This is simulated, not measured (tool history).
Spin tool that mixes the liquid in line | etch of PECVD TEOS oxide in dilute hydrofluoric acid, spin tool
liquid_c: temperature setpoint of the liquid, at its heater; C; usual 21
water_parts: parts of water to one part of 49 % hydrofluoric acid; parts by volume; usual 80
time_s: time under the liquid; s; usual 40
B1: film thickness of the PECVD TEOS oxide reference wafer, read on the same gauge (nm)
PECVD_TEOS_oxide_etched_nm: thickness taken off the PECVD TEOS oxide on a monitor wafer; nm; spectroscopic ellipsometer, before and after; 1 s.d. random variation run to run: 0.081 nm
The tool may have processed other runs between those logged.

Run 1, hour 0: usual settings but liquid_c 24.5 C, time_s 20 s; B1 139.97. Result: PECVD_TEOS_oxide_etched_nm 5.59 nm.
Run 2, hour 188.8: usual settings but liquid_c 24.5 C, time_s 20 s; B1 140.02. Result: PECVD_TEOS_oxide_etched_nm 5.62 nm.
Run 3, hour 256.6: usual settings; B1 140.01. Result: PECVD_TEOS_oxide_etched_nm 9.71 nm.
Run 4, hour 291.9: usual settings; B1 139.95. Result: PECVD_TEOS_oxide_etched_nm 9.73 nm.
Run 5, hour 321.6: usual settings; B1 140. Result: PECVD_TEOS_oxide_etched_nm 9.58 nm.
Run 6, hour 391.3: usual settings but liquid_c 23 C; B1 140.01. Result: PECVD_TEOS_oxide_etched_nm 10.65 nm.
At hour 434.6: gauge calibrated.
Run 7, hour 460.7: usual settings but water_parts 70 parts by volume; B1 140. Result: PECVD_TEOS_oxide_etched_nm 11.17 nm.
At hour 489.9: hydrofluoric acid flow meter replaced.
Run 8, hour 497.7: usual settings but water_parts 70 parts by volume; B1 139.97. Result: PECVD_TEOS_oxide_etched_nm 10.4 nm.
Run 9, hour 567.5: usual settings; B1 139.96. Result: PECVD_TEOS_oxide_etched_nm 9.06 nm.
Run 10, hour 638.9: usual settings; B1 140.04. Result: PECVD_TEOS_oxide_etched_nm 9.02 nm.
Run 11, hour 665.3: usual settings; B1 140.02. Result: PECVD_TEOS_oxide_etched_nm 8.99 nm.
Run 12, hour 701.8: usual settings; B1 139.95. Result: PECVD_TEOS_oxide_etched_nm 9.11 nm.
Run 13, hour 731.7: usual settings but liquid_c 17 C; B1 140.01. Result: PECVD_TEOS_oxide_etched_nm 7.69 nm.
Run 14, hour 794.7: usual settings but water_parts 60 parts by volume, time_s 25 s; B1 140.04. Result: PECVD_TEOS_oxide_etched_nm 7.89 nm.
Run 15, hour 848.9: usual settings but liquid_c 17 C, water_parts 115 parts by volume, time_s 20 s; B1 139.94. Result: PECVD_TEOS_oxide_etched_nm 2.54 nm.
Run 16, hour 919.8: usual settings but water_parts 105 parts by volume; B1 139.99. Result: PECVD_TEOS_oxide_etched_nm 6.76 nm.
Run 17, hour 964: usual settings but water_parts 60 parts by volume, time_s 25 s; B1 140.06. Result: PECVD_TEOS_oxide_etched_nm 7.78 nm.
Run 18, hour 1016.4: usual settings; B1 139.98. Result: PECVD_TEOS_oxide_etched_nm 9.14 nm.
Run 19, hour 1059.8: usual settings; B1 140.05. Result: PECVD_TEOS_oxide_etched_nm 9.3 nm.
At hour 1091.4: thermometer replaced.
Run 20, hour 1091.9: usual settings but liquid_c 17.5 C, time_s 30 s; B1 139.97. Result: PECVD_TEOS_oxide_etched_nm 5.98 nm.
Run 21, hour 1156.9: usual settings but liquid_c 22.5 C, water_parts 95 parts by volume, time_s 50 s; B1 139.96. Result: PECVD_TEOS_oxide_etched_nm 10.41 nm.
Run 22, hour 1227.5: usual settings but liquid_c 23 C, water_parts 120 parts by volume, time_s 25 s; B1 140.02. Result: PECVD_TEOS_oxide_etched_nm 4.06 nm.

Run 23, settings as shown, results not yet in. Your forecast:
Run 23, hour 1279.7: usual settings but liquid_c 23.5 C; B1 ?. Result: PECVD_TEOS_oxide_etched_nm ?.

B1: 140.02
PECVD_TEOS_oxide_etched_nm: 10.39 nm
Take away the tool's hidden state, keep the run-to-run variation as it was, and the same run would have given PECVD_TEOS_oxide_etched_nm 9.92 nm.

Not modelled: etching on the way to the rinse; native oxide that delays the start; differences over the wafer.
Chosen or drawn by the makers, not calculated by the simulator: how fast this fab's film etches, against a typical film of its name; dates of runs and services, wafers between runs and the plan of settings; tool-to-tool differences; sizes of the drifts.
